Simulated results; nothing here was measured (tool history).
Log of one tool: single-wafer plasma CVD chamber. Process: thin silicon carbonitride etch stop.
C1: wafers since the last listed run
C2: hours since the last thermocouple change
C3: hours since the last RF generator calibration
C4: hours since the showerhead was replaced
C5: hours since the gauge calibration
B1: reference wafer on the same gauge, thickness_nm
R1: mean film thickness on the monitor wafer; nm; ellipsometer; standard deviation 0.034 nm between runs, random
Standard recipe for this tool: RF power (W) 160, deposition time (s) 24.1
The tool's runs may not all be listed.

run 1 hour=0 | RF_power_(W)=160 deposition_time_(s)=24.1 | C1=0 C2=586.5 C3=1023.4 C4=5647.7 C5=1384.4 | B1=13.298 | R1=13.885
run 2 hour=54.7 | RF_power_(W)=140 deposition_time_(s)=24.1 | C1=1000 C2=641.2 C3=1078.1 C4=5702.4 C5=1439.1 | B1=13.298 | R1=13.413
run 3 hour=123.1 | RF_power_(W)=160 deposition_time_(s)=22.3 | C1=1251 C2=709.6 C3=1146.5 C4=5770.8 C5=1507.5 | B1=13.289 | R1=12.894
run 4 hour=171.4 | RF_power_(W)=160 deposition_time_(s)=24.1 | C1=883 C2=757.9 C3=1194.8 C4=5819.1 C5=1555.8 | B1=13.306 | R1=13.817
run 5 hour=196.5 | RF_power_(W)=160 deposition_time_(s)=24.1 | C1=459 C2=783 C3=1219.9 C4=5844.2 C5=1580.9 | B1=13.304 | R1=13.821
run 6 hour=233.9 | RF_power_(W)=160 deposition_time_(s)=24.1 | C1=684 C2=820.4 C3=1257.3 C4=5881.6 C5=1618.3 | B1=13.303 | R1=13.792
run 7 hour=407.5 | RF_power_(W)=160 deposition_time_(s)=24.1 | C1=3176 C2=994 C3=1430.9 C4=6055.2 C5=1791.9 | B1=13.292 | R1=13.795
run 8 hour=470.8 | RF_power_(W)=160 deposition_time_(s)=24.1 | C1=1158 C2=1057.3 C3=1494.2 C4=6118.5 C5=1855.2 | B1=13.309 | R1=13.715
run 9 hour=496.3 | RF_power_(W)=160 deposition_time_(s)=24.1 | C1=466 C2=1082.8 C3=1519.7 C4=6144 C5=1880.7 | B1=13.307 | R1=13.83
run 10 hour=545.4 | RF_power_(W)=155 deposition_time_(s)=20.7 | C1=898 C2=1131.9 C3=1568.8 C4=6193.1 C5=1929.8 | B1=13.307 | R1=11.719
run 11 hour=588.1 | RF_power_(W)=155 deposition_time_(s)=20.7 | C1=781 C2=1174.6 C3=1611.5 C4=6235.8 C5=1972.5 | B1=13.302 | R1=11.695
run 12 hour=617.3 | RF_power_(W)=160 deposition_time_(s)=24.1 | C1=534 C2=1203.8 C3=1640.7 C4=6265 C5=2001.7 | B1=13.29 | R1=13.774
-- hour=654 RF generator calibrated
run 13 hour=677.4 | RF_power_(W)=160 deposition_time_(s)=24.1 | C1=953 C2=1263.9 C3=23.4 C4=6325.1 C5=2061.8 | B1=13.303 | R1=13.984
run 14 hour=741.7 | RF_power_(W)=160 deposition_time_(s)=24.1 | C1=1176 C2=1328.2 C3=87.7 C4=6389.4 C5=2126.1 | B1=13.314 | R1=14.006
run 15 hour=806.1 | RF_power_(W)=180 deposition_time_(s)=24.1 | C1=1178 C2=1392.6 C3=152.1 C4=6453.8 C5=2190.5 | B1=13.305 | R1=14.42
run 16 hour=850.9 | RF_power_(W)=160 deposition_time_(s)=21.1 | C1=819 C2=1437.4 C3=196.9 C4=6498.6 C5=2235.3 | B1=13.308 | R1=12.196
run 17 hour=891.4 | RF_power_(W)=170 deposition_time_(s)=27.7 | C1=741 C2=1477.9 C3=237.4 C4=6539.1 C5=2275.8 | B1=13.293 | R1=16.327
run 18 hour=917.3 | RF_power_(W)=175 deposition_time_(s)=20.3 | C1=473 C2=1503.8 C3=263.3 C4=6565 C5=2301.7 | B1=13.295 | R1=12.02
run 19 hour=961.7 | RF_power_(W)=160 deposition_time_(s)=24.1 | C1=812 C2=1548.2 C3=307.7 C4=6609.4 C5=2346.1 | B1=13.301 | R1=13.91
-- hour=984.8 gauge calibrated
-- hour=986.5 showerhead replaced
run 20 hour=1023.6 | RF_power_(W)=190 deposition_time_(s)=21.4 | C1=986 C2=1610.1 C3=369.6 C4=37.1 C5=38.8 | B1=13.307 | R1=13.009
run 21 hour=1070.1 | RF_power_(W)=170 deposition_time_(s)=25.9 | C1=850 C2=1656.6 C3=416.1 C4=83.6 C5=85.3 | B1=13.301 | R1=15.236
run 22 hour=1140.2 | RF_power_(W)=190 deposition_time_(s)=24.1 | C1=1282 C2=1726.7 C3=486.2 C4=153.7 C5=155.4 | B1=13.302 | R1=14.569
run 23 hour=1191 | RF_power_(W)=160 deposition_time_(s)=24.1 | C1=929 C2=1777.5 C3=537 C4=204.5 C5=206.2 | B1=13.297 | R1=13.946
run 24 hour=1260.7 | RF_power_(W)=130 deposition_time_(s)=25.7 | C1=1275 C2=1847.2 C3=606.7 C4=274.2 C5=275.9 | B1=13.307 | R1=14.182
run 25 hour=1320.2 | RF_power_(W)=170 deposition_time_(s)=24.1 | C1=1088 C2=1906.7 C3=666.2 C4=333.7 C5=335.4 | B1=13.293 | R1=14.192
-- hour=1448.4 thermocouple changed; heater temperature recalibrated
run 26 hour=1502.3 | RF_power_(W)=135 deposition_time_(s)=25.8 | C1=3185 C2=53.9 C3=848.3 C4=515.8 C5=517.5 | B1=13.3 | R1=14.336
run 27 hour=1545.7 | RF_power_(W)=190 deposition_time_(s)=21.4 | C1=794 C2=97.3 C3=891.7 C4=559.2 C5=560.9 | B1=13.301 | R1=12.941
run 28 hour=1575.6 | RF_power_(W)=180 deposition_time_(s)=21 | C1=547 C2=127.2 C3=921.6 C4=589.1 C5=590.8 | B1=13.303 | R1=12.49
run 29 hour=1629.9 | RF_power_(W)=135 deposition_time_(s)=25.8 | C1=993 C2=181.5 C3=975.9 C4=643.4 C5=645.1 | B1=13.3 | R1=14.308
run 30 hour=1691.6 | RF_power_(W)=160 deposition_time_(s)=24.1 | C1=1128 C2=243.2 C3=1037.6 C4=705.1 C5=706.8 | B1=13.297 | R1=13.906
run 31 hour=1880.1 | RF_power_(W)=180 deposition_time_(s)=25.5 | C1=3449 C2=431.7 C3=1226.1 C4=893.6 C5=895.3 | B1=13.291 | R1=15.078
run 32 hour=1934 | RF_power_(W)=175 deposition_time_(s)=19.3 | C1=986 C2=485.6 C3=1280 C4=947.5 C5=949.2 | B1=13.297 | R1=11.328
run 33 hour=1984.3 | RF_power_(W)=160 deposition_time_(s)=24.1 | C1=920 C2=535.9 C3=1330.3 C4=997.8 C5=999.5 | B1=13.301 | R1=13.831
run 34 hour=2012.8 | RF_power_(W)=185 deposition_time_(s)=21.2 | C1=521 C2=564.4 C3=1358.8 C4=1026.3 C5=1028 | B1=13.292 | R1=12.637

Same runs, no hidden state in the tool, same run-to-run variation:
The tool's hidden condition here consists of: wafer temperature above the value expected at the setpoint (K); delivered RF power above the setpoint (%); gauge reads high (%).
run=1 R1=14.002
run=2 R1=13.535
run=3 R1=13.023
run=4 R1=13.963
run=5 R1=13.972
run=6 R1=13.95
run=7 R1=13.991
run=8 R1=13.924
run=9 R1=14.047
run=10 R1=11.913
run=11 R1=11.898
run=12 R1=14.021
run=13 R1=13.996
run=14 R1=14.018
run=15 R1=14.434
run=16 R1=12.209
run=17 R1=16.346
run=18 R1=12.035
run=19 R1=13.929
run=20 R1=13.03
run=21 R1=15.264
run=22 R1=14.6
run=23 R1=13.98
run=24 R1=14.223
run=25 R1=14.238
run=26 R1=14.405
run=27 R1=13.009
run=28 R1=12.56
run=29 R1=14.396
run=30 R1=14.001
run=31 R1=15.217
run=32 R1=11.442
run=33 R1=13.98
run=34 R1=12.778
